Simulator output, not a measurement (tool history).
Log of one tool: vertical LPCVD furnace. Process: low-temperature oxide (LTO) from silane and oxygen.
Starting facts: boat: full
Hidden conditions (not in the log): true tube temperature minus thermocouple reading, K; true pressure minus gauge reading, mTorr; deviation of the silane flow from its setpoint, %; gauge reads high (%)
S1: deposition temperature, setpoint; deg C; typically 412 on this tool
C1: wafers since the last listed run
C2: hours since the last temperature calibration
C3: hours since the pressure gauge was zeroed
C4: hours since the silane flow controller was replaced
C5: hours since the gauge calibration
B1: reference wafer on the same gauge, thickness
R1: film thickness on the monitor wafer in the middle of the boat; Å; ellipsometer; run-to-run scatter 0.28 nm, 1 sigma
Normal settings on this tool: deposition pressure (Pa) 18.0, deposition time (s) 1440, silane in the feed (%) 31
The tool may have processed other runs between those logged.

Run 1, hour 0.0: usual settings but deposition pressure (Pa) 16.0; C1 0; C2 2729.4; C3 814.0; C4 2690.4; C5 196.7; B1 108.06. Result: R1 966.2 Å.
Run 2, hour 64.8: usual settings but deposition pressure (Pa) 16.0; C1 652; C2 2794.2; C3 878.8; C4 2755.2; C5 261.5; B1 108.03. Result: R1 964.2 Å.
Run 3, hour 118.8: usual settings but deposition pressure (Pa) 16.0; C1 543; C2 2848.2; C3 932.8; C4 2809.2; C5 315.5; B1 107.97. Result: R1 971.1 Å.
Run 4, hour 187.2: usual settings; C1 688; C2 2916.6; C3 1001.2; C4 2877.6; C5 383.9; B1 108.00. Result: R1 1090.8 Å.
Run 5, hour 232.3: usual settings; C1 453; C2 2961.7; C3 1046.3; C4 2922.7; C5 429.0; B1 107.93. Result: R1 1092.8 Å.
Run 6, hour 287.4: usual settings; C1 554; C2 3016.8; C3 1101.4; C4 2977.8; C5 484.1; B1 107.86. Result: R1 1087.9 Å.
Run 7, hour 349.0: usual settings; C1 619; C2 3078.4; C3 1163.0; C4 3039.4; C5 545.7; B1 108.09. Result: R1 1095.1 Å.
Run 8, hour 398.6: usual settings but deposition pressure (Pa) 15.3; C1 499; C2 3128.0; C3 1212.6; C4 3089.0; C5 595.3; B1 108.09. Result: R1 930.3 Å.
Run 9, hour 439.0: usual settings but deposition pressure (Pa) 15.3; C1 406; C2 3168.4; C3 1253.0; C4 3129.4; C5 635.7; B1 108.04. Result: R1 932.5 Å.
At hour 496.7: silane flow controller replaced.
Run 10, hour 497.2: usual settings but S1 405 deg C; C1 344; C2 3226.6; C3 1311.2; C4 0.5; C5 693.9; B1 108.07. Result: R1 1006.0 Å.
Run 11, hour 545.9: usual settings but S1 405 deg C; C1 490; C2 3275.3; C3 1359.9; C4 49.2; C5 742.6; B1 107.97. Result: R1 1009.5 Å.
At hour 571.2: pressure gauge zeroed.
Run 12, hour 610.5: usual settings; C1 408; C2 3339.9; C3 39.3; C4 113.8; C5 807.2; B1 108.02. Result: R1 1099.4 Å.
Run 13, hour 657.8: usual settings but S1 419 deg C, silane in the feed (%) 26; C1 475; C2 3387.2; C3 86.6; C4 161.1; C5 854.5; B1 108.05. Result: R1 919.8 Å.
Run 14, hour 689.6: usual settings but S1 417 deg C, deposition pressure (Pa) 15.3, deposition time (s) 930, silane in the feed (%) 29; C1 319; C2 3419.0; C3 118.4; C4 192.9; C5 886.3; B1 107.98. Result: R1 581.7 Å.
At hour 690.2: gauge calibrated.
Run 15, hour 717.9: usual settings but S1 422 deg C, deposition pressure (Pa) 16.7, deposition time (s) 1110, silane in the feed (%) 34; C1 284; C2 3447.3; C3 146.7; C4 221.2; C5 27.7; B1 108.04. Result: R1 991.1 Å.
Run 16, hour 757.0: usual settings but S1 407 deg C, deposition pressure (Pa) 14.0, deposition time (s) 1110; C1 393; C2 3486.4; C3 185.8; C4 260.3; C5 66.8; B1 107.99. Result: R1 621.5 Å.
Run 17, hour 822.2: usual settings but deposition pressure (Pa) 20.7, deposition time (s) 1920, silane in the feed (%) 29; C1 656; C2 3551.6; C3 251.0; C4 325.5; C5 132.0; B1 107.97. Result: R1 1530.3 Å.
At hour 898.3: thermocouples replaced and temperature profile calibrated.
Run 18, hour 898.8: usual settings but S1 408 deg C, silane in the feed (%) 37; C1 529; C2 0.5; C3 327.6; C4 402.1; C5 208.6; B1 108.03. Result: R1 1291.8 Å.
Run 19, hour 910.4: usual settings but S1 408 deg C, silane in the feed (%) 37; C1 116; C2 12.1; C3 339.2; C4 413.7; C5 220.2; B1 107.99. Result: R1 1294.9 Å.
Run 20, hour 965.5: usual settings but deposition pressure (Pa) 16.0; C1 554; C2 67.2; C3 394.3; C4 468.8; C5 275.3; B1 108.04. Result: R1 950.8 Å.
Run 21, hour 1004.7: usual settings but S1 402 deg C, deposition time (s) 1230, silane in the feed (%) 34; C1 394; C2 106.4; C3 433.5; C4 508.0; C5 314.5; B1 108.07. Result: R1 924.0 Å.
Run 22, hour 1036.4: usual settings but deposition pressure (Pa) 22.0; C1 318; C2 138.1; C3 465.2; C4 539.7; C5 346.2; B1 107.94. Result: R1 1305.8 Å.
Run 23, hour 1091.0: usual settings; C1 549; C2 192.7; C3 519.8; C4 594.3; C5 400.8; B1 107.90. Result: R1 1066.3 Å.
Run 24, hour 1143.6: usual settings but deposition pressure (Pa) 16.0; C1 529; C2 245.3; C3 572.4; C4 646.9; C5 453.4; B1 107.91. Result: R1 948.0 Å.

Branching from run 24: 5 alternative next runs. What would each branch give?
Run A, hour 1147.9: usual settings but S1 420 deg C; C1 43; C2 249.6; C3 576.7; C4 651.2; C5 457.7; B1 ?. Result: R1 ?.
Run B, hour 1147.9: usual settings but S1 423 deg C, deposition time (s) 1140, silane in the feed (%) 29; C1 43; C2 249.6; C3 576.7; C4 651.2; C5 457.7; B1 ?. Result: R1 ?.
Run C, hour 1147.9: usual settings but silane in the feed (%) 26; C1 43; C2 249.6; C3 576.7; C4 651.2; C5 457.7; B1 ?. Result: R1 ?.
Run D, hour 1147.9: usual settings but S1 420 deg C, deposition time (s) 1260; C1 43; C2 249.6; C3 576.7; C4 651.2; C5 457.7; B1 ?. Result: R1 ?.
Run E, hour 1147.9: usual settings but deposition pressure (Pa) 15.3, deposition time (s) 1020; C1 43; C2 249.6; C3 576.7; C4 651.2; C5 457.7; B1 ?. Result: R1 ?.

run      B1      R1
  A  108.01  1170.4
  B  108.01   871.9
  C  108.01   827.2
  D  108.01  1024.1
  E  108.01   646.2
What these runs would have given with no unlogged condition in the tool:
run      R1
  A  1167.1
  B   869.4
  C   824.7
  D  1021.2
  E   644.3

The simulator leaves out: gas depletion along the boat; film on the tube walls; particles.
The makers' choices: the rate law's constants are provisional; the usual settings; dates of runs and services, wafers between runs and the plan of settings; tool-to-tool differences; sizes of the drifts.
